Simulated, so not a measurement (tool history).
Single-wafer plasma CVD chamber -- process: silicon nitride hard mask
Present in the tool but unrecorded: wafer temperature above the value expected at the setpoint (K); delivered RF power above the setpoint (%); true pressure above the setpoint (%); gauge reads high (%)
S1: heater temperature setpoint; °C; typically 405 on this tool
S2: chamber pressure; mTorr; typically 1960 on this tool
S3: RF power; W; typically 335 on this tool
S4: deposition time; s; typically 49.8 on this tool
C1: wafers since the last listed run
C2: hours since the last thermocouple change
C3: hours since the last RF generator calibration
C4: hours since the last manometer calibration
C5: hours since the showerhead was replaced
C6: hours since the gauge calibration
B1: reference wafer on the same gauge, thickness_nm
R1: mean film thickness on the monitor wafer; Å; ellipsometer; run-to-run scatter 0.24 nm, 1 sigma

{"run": 1, "hour": 0.0, "S1": 405, "S2": 1960, "S3": 335, "S4": 49.8, "C1": 0, "C2": 2874.3, "C3": 1066.2, "C4": 2156, "C5": 7343, "C6": 540.4, "B1": 61.766, "R1": 621.6}
{"run": 2, "hour": 47.0, "S1": 405, "S2": 1960, "S3": 335, "S4": 49.8, "C1": 927, "C2": 2921.3, "C3": 1113.2, "C4": 2203, "C5": 7390, "C6": 587.4, "B1": 61.77, "R1": 623.37}
{"run": 3, "hour": 104.4, "S1": 414, "S2": 1960, "S3": 335, "S4": 49.8, "C1": 1133, "C2": 2978.7, "C3": 1170.6, "C4": 2260.4, "C5": 7447.4, "C6": 644.8, "B1": 61.913, "R1": 624.78}
{"run": 4, "hour": 200.9, "S1": 414, "S2": 1960, "S3": 335, "S4": 49.8, "C1": 1905, "C2": 3075.2, "C3": 1267.1, "C4": 2356.9, "C5": 7543.9, "C6": 741.3, "B1": 62.085, "R1": 626.03}
{"run": 5, "hour": 238.1, "S1": 414, "S2": 1960, "S3": 335, "S4": 49.8, "C1": 734, "C2": 3112.4, "C3": 1304.3, "C4": 2394.1, "C5": 7581.1, "C6": 778.5, "B1": 62.249, "R1": 623.89}
{"hour": 327.3, "done": "capacitance manometer re-zeroed and calibrated"}
{"run": 6, "hour": 327.8, "S1": 405, "S2": 1960, "S3": 335, "S4": 49.8, "C1": 1612, "C2": 3202.1, "C3": 1394, "C4": 0.5, "C5": 7670.8, "C6": 868.2, "B1": 62.329, "R1": 634.82}
{"hour": 363.9, "done": "RF generator calibrated"}
{"hour": 366.6, "done": "showerhead replaced"}
{"hour": 383.6, "done": "gauge calibrated"}
{"run": 7, "hour": 388.4, "S1": 405, "S2": 1730, "S3": 335, "S4": 49.8, "C1": 985, "C2": 3262.7, "C3": 24.5, "C4": 61.1, "C5": 21.8, "C6": 4.8, "B1": 60.44, "R1": 591.92}
{"hour": 409.3, "done": "thermocouple changed; heater temperature recalibrated"}
{"run": 8, "hour": 442.6, "S1": 405, "S2": 1960, "S3": 335, "S4": 49.8, "C1": 912, "C2": 33.3, "C3": 78.7, "C4": 115.3, "C5": 76, "C6": 59, "B1": 60.597, "R1": 609.28}
{"run": 9, "hour": 523.2, "S1": 405, "S2": 1960, "S3": 335, "S4": 42.1, "C1": 1591, "C2": 113.9, "C3": 159.3, "C4": 195.9, "C5": 156.6, "C6": 139.6, "B1": 60.793, "R1": 520.87}
{"run": 10, "hour": 674.1, "S1": 405, "S2": 1960, "S3": 335, "S4": 49.8, "C1": 2979, "C2": 264.8, "C3": 310.2, "C4": 346.8, "C5": 307.5, "C6": 290.5, "B1": 61, "R1": 617.41}
{"run": 11, "hour": 759.4, "S1": 405, "S2": 1960, "S3": 335, "S4": 55.7, "C1": 1684, "C2": 350.1, "C3": 395.5, "C4": 432.1, "C5": 392.8, "C6": 375.8, "B1": 61.086, "R1": 692.72}
{"run": 12, "hour": 860.9, "S1": 405, "S2": 1680, "S3": 290, "S4": 49.8, "C1": 2003, "C2": 451.6, "C3": 497, "C4": 533.6, "C5": 494.3, "C6": 477.3, "B1": 61.486, "R1": 539.44}
{"run": 13, "hour": 897.4, "S1": 419, "S2": 1960, "S3": 335, "S4": 56.4, "C1": 720, "C2": 488.1, "C3": 533.5, "C4": 570.1, "C5": 530.8, "C6": 513.8, "B1": 61.525, "R1": 701.14}
{"run": 14, "hour": 958.9, "S1": 405, "S2": 1960, "S3": 335, "S4": 49.8, "C1": 1214, "C2": 549.6, "C3": 595, "C4": 631.6, "C5": 592.3, "C6": 575.3, "B1": 61.586, "R1": 626.7}

Here are 4 independent what-if runs from the current tool condition. What would each one return?
{"run": "A", "hour": 959.3, "S1": 405, "S2": 1470, "S3": 335, "S4": 49.8, "C1": 7, "C2": 550, "C3": 595.4, "C4": 632, "C5": 592.7, "C6": 575.7, "B1": "?", "R1": "?"}
{"run": "B", "hour": 959.3, "S1": 405, "S2": 1960, "S3": 335, "S4": 42.2, "C1": 7, "C2": 550, "C3": 595.4, "C4": 632, "C5": 592.7, "C6": 575.7, "B1": "?", "R1": "?"}
{"run": "C", "hour": 959.3, "S1": 411, "S2": 2130, "S3": 400, "S4": 47.3, "C1": 7, "C2": 550, "C3": 595.4, "C4": 632, "C5": 592.7, "C6": 575.7, "B1": "?", "R1": "?"}
{"run": "D", "hour": 959.3, "S1": 405, "S2": 2390, "S3": 290, "S4": 49.8, "C1": 7, "C2": 550, "C3": 595.4, "C4": 632, "C5": 592.7, "C6": 575.7, "B1": "?", "R1": "?"}

run=A B1=61.629 R1=574.52
run=B B1=61.629 R1=527.45
run=C B1=61.629 R1=671.37
run=D B1=61.629 R1=596.04
What these runs would have given with no unlogged condition in the tool:
run=A R1=565.94
run=B R1=519.57
run=C R1=661.35
run=D R1=587.14
